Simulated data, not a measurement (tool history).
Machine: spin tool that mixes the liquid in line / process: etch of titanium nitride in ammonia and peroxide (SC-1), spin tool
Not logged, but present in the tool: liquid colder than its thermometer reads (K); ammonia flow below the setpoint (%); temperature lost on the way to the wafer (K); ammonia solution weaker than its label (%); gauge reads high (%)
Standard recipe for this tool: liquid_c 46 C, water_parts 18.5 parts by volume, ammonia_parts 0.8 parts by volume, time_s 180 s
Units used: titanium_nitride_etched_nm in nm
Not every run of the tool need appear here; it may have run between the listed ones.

run	hour	liquid_c	water_parts	ammonia_parts	time_s	wafers since the last listed run	hours since the thermometer was replaced	hours since the ammonia flow meter was replaced	hours since the heated supply line was repaired	hours since the drum of ammonia solution was connected	hours since the gauge calibration	read-back film thickness of the titanium nitride reference wafer, read on the same gauge (nm)	titanium_nitride_etched_nm
1	0	46	13.5	0.65	180	0	877.2	1793.6	2741.7	575.9	32.7	110.01	13.81
2	309.4	46	18.5	0.8	180	3234	1186.6	2103	3051.1	885.3	342.1	110.01	12.02
3	349.4	46	18.5	0.8	180	418	1226.6	2143	3091.1	925.3	382.1	109.99	11.96
4	401.7	46	18.5	0.8	180	546	1278.9	2195.3	3143.4	977.6	434.4	109.99	12
# hour 460.8: new drum of ammonia solution connected
5	502.4	46	18.5	0.8	180	1042	1379.6	2296	3244.1	41.6	535.1	109.98	12.11
6	547.6	51	18.5	0.8	180	472	1424.8	2341.2	3289.3	86.8	580.3	110	17.11
7	596.5	51	18.5	0.8	180	511	1473.7	2390.1	3338.2	135.7	629.2	110	17.03
8	633.5	51	18.5	0.8	180	386	1510.7	2427.1	3375.2	172.7	666.2	110.02	16.96
9	674.5	46	18.5	0.8	180	428	1551.7	2468.1	3416.2	213.7	707.2	109.98	12
# hour 699.5: ammonia flow meter replaced
10	744.4	46	18.5	0.8	180	720	1621.6	44.9	3486.1	283.6	777.1	110.01	11.93
11	805	46	18.5	0.8	180	633	1682.2	105.5	3546.7	344.2	837.7	109.99	12.06
12	907.7	46	18.5	0.8	180	1073	1784.9	208.2	3649.4	446.9	940.4	110.02	12.05
13	955.7	50.5	18.5	0.9	180	501	1832.9	256.2	3697.4	494.9	988.4	110.02	16.88
# hour 960.1: heated supply line repaired
14	1026.4	50	26.5	0.9	230	728	1903.6	326.9	66.3	565.6	1059.1	110	17.01
15	1122.1	46	18.5	0.8	180	1000	1999.3	422.6	162	661.3	1154.8	109.99	11.97
# hour 1311.6: gauge calibrated
# hour 1327: new drum of ammonia solution connected
16	1347.4	51	18.5	1.05	180	2344	2224.6	647.9	387.3	20.4	35.8	110	17.98
# hour 1414.9: thermometer replaced
17	1415.4	55	18.5	1	180	700	0.5	715.9	455.3	88.4	103.8	109.97	23.53
18	1522.7	46	24.5	0.8	180	1121	107.8	823.2	562.6	195.7	211.1	110	10.4
19	1601.1	46	18.5	0.6	180	819	186.2	901.6	641	274.1	289.5	110.01	11.58
20	1688.4	46	18.5	0.8	95	912	273.5	988.9	728.3	361.4	376.8	109.99	6.36
21	1786.7	49	24	0.8	180	1027	371.8	1087.2	826.6	459.7	475.1	110	12.92
22	1880.9	46	18.5	0.8	180	984	466	1181.4	920.8	553.9	569.3	110	12.05
23	1958.8	41	18.5	0.55	95	814	543.9	1259.3	998.7	631.8	647.2	110	4.16

Hidden condition of the tool, last listed run before each entry between runs versus first listed run after:
In the gap between runs 4 and 5: new drum of ammonia solution connected (hour 460.8)
  nothing in the hidden state changes from one run to the other
In the gap between runs 9 and 10: ammonia flow meter replaced (hour 699.5)
  nothing in the hidden state changes from one run to the other
In the gap between runs 13 and 14: heated supply line repaired (hour 960.1)
  nothing in the hidden state changes from one run to the other
In the gap between runs 15 and 16: gauge calibrated (hour 1311.6); new drum of ammonia solution connected (hour 1327)
  nothing in the hidden state changes from one run to the other
In the gap between runs 16 and 17: thermometer replaced (hour 1414.9)
  nothing in the hidden state changes from one run to the other
